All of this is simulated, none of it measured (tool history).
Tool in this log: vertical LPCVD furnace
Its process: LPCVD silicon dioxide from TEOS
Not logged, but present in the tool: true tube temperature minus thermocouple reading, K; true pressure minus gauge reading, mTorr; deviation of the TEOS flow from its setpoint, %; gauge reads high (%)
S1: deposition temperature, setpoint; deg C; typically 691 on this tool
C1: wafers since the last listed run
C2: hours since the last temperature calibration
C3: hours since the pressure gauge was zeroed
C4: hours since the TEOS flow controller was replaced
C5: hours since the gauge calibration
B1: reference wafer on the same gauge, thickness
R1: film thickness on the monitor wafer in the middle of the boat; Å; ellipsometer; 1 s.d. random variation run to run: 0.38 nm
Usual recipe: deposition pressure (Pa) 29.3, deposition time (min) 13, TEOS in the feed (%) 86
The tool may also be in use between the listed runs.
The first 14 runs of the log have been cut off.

run 15 hour=696.9 | S1=691 deposition_pressure_(Pa)=33.3 deposition_time_(min)=10.5 TEOS_in_the_feed_(%)=86 | C1=392 C2=259.7 C3=750.6 C4=746 C5=408.2 | B1=70.07 | R1=638.8
run 16 hour=734.7 | S1=691 deposition_pressure_(Pa)=33.3 deposition_time_(min)=17 TEOS_in_the_feed_(%)=86 | C1=447 C2=297.5 C3=788.4 C4=783.8 C5=446 | B1=70.02 | R1=1039.6
run 17 hour=782.1 | S1=681 deposition_pressure_(Pa)=22.7 deposition_time_(min)=10.5 TEOS_in_the_feed_(%)=93 | C1=561 C2=344.9 C3=835.8 C4=831.2 C5=493.4 | B1=70.13 | R1=423.8
run 18 hour=817 | S1=691 deposition_pressure_(Pa)=29.3 deposition_time_(min)=13 TEOS_in_the_feed_(%)=86 | C1=413 C2=379.8 C3=870.7 C4=866.1 C5=528.3 | B1=70.09 | R1=734
run 19 hour=841.1 | S1=685 deposition_pressure_(Pa)=29.3 deposition_time_(min)=13 TEOS_in_the_feed_(%)=72 | C1=285 C2=403.9 C3=894.8 C4=890.2 C5=552.4 | B1=70.14 | R1=585.7
run 20 hour=879.8 | S1=699 deposition_pressure_(Pa)=29.3 deposition_time_(min)=9 TEOS_in_the_feed_(%)=86 | C1=458 C2=442.6 C3=933.5 C4=928.9 C5=591.1 | B1=70.04 | R1=621.5
run 21 hour=942 | S1=691 deposition_pressure_(Pa)=22.7 deposition_time_(min)=15 TEOS_in_the_feed_(%)=86 | C1=736 C2=504.8 C3=995.7 C4=991.1 C5=653.3 | B1=70.06 | R1=748.7
run 22 hour=994.6 | S1=691 deposition_pressure_(Pa)=29.3 deposition_time_(min)=13 TEOS_in_the_feed_(%)=86 | C1=622 C2=557.4 C3=1048.3 C4=1043.7 C5=705.9 | B1=70.12 | R1=746.4
run 23 hour=1043.6 | S1=691 deposition_pressure_(Pa)=29.3 deposition_time_(min)=13 TEOS_in_the_feed_(%)=86 | C1=580 C2=606.4 C3=1097.3 C4=1092.7 C5=754.9 | B1=70.1 | R1=739.3
run 24 hour=1083.3 | S1=691 deposition_pressure_(Pa)=29.3 deposition_time_(min)=13 TEOS_in_the_feed_(%)=96 | C1=470 C2=646.1 C3=1137 C4=1132.4 C5=794.6 | B1=70.09 | R1=772.4
run 25 hour=1110.8 | S1=684 deposition_pressure_(Pa)=29.3 deposition_time_(min)=18 TEOS_in_the_feed_(%)=72 | C1=325 C2=673.6 C3=1164.5 C4=1159.9 C5=822.1 | B1=70.11 | R1=789
run 26 hour=1171.6 | S1=691 deposition_pressure_(Pa)=29.3 deposition_time_(min)=16 TEOS_in_the_feed_(%)=97 | C1=720 C2=734.4 C3=1225.3 C4=1220.7 C5=882.9 | B1=70.11 | R1=960.3
run 27 hour=1203.1 | S1=691 deposition_pressure_(Pa)=31.3 deposition_time_(min)=13 TEOS_in_the_feed_(%)=96 | C1=373 C2=765.9 C3=1256.8 C4=1252.2 C5=914.4 | B1=70.01 | R1=810.7
run 28 hour=1268.5 | S1=694 deposition_pressure_(Pa)=29.3 deposition_time_(min)=11 TEOS_in_the_feed_(%)=97 | C1=774 C2=831.3 C3=1322.2 C4=1317.6 C5=979.8 | B1=70.08 | R1=717.3
run 29 hour=1338.7 | S1=685 deposition_pressure_(Pa)=24.7 deposition_time_(min)=13 TEOS_in_the_feed_(%)=94 | C1=831 C2=901.5 C3=1392.4 C4=1387.8 C5=1050 | B1=70.13 | R1=616.3
run 30 hour=1368.2 | S1=697 deposition_pressure_(Pa)=29.3 deposition_time_(min)=14.5 TEOS_in_the_feed_(%)=80 | C1=349 C2=931 C3=1421.9 C4=1417.3 C5=1079.5 | B1=70.12 | R1=914.5

5 options for the next run, each taken on its own from the tool as it stands now. Forecast them:
run A hour=1372.8 | S1=691 deposition_pressure_(Pa)=29.3 deposition_time_(min)=13 TEOS_in_the_feed_(%)=86 | C1=54 C2=935.6 C3=1426.5 C4=1421.9 C5=1084.1 | B1=? | R1=?
run B hour=1372.8 | S1=683 deposition_pressure_(Pa)=26.7 deposition_time_(min)=16.5 TEOS_in_the_feed_(%)=97 | C1=54 C2=935.6 C3=1426.5 C4=1421.9 C5=1084.1 | B1=? | R1=?
run C hour=1372.8 | S1=691 deposition_pressure_(Pa)=29.3 deposition_time_(min)=9.5 TEOS_in_the_feed_(%)=73 | C1=54 C2=935.6 C3=1426.5 C4=1421.9 C5=1084.1 | B1=? | R1=?
run D hour=1372.8 | S1=699 deposition_pressure_(Pa)=32.7 deposition_time_(min)=13 TEOS_in_the_feed_(%)=86 | C1=54 C2=935.6 C3=1426.5 C4=1421.9 C5=1084.1 | B1=? | R1=?
run E hour=1372.8 | S1=683 deposition_pressure_(Pa)=29.3 deposition_time_(min)=13 TEOS_in_the_feed_(%)=86 | C1=54 C2=935.6 C3=1426.5 C4=1421.9 C5=1084.1 | B1=? | R1=?

run=A B1=70.06 R1=738
run=B B1=70.06 R1=783.5
run=C B1=70.06 R1=496.9
run=D B1=70.06 R1=939.9
run=E B1=70.06 R1=609.6
The same runs, with their run-to-run variation unchanged, on a tool lacking any hidden condition would have given:
run=A R1=738
run=B R1=783.5
run=C R1=496.9
run=D R1=939.9
run=E R1=609.6

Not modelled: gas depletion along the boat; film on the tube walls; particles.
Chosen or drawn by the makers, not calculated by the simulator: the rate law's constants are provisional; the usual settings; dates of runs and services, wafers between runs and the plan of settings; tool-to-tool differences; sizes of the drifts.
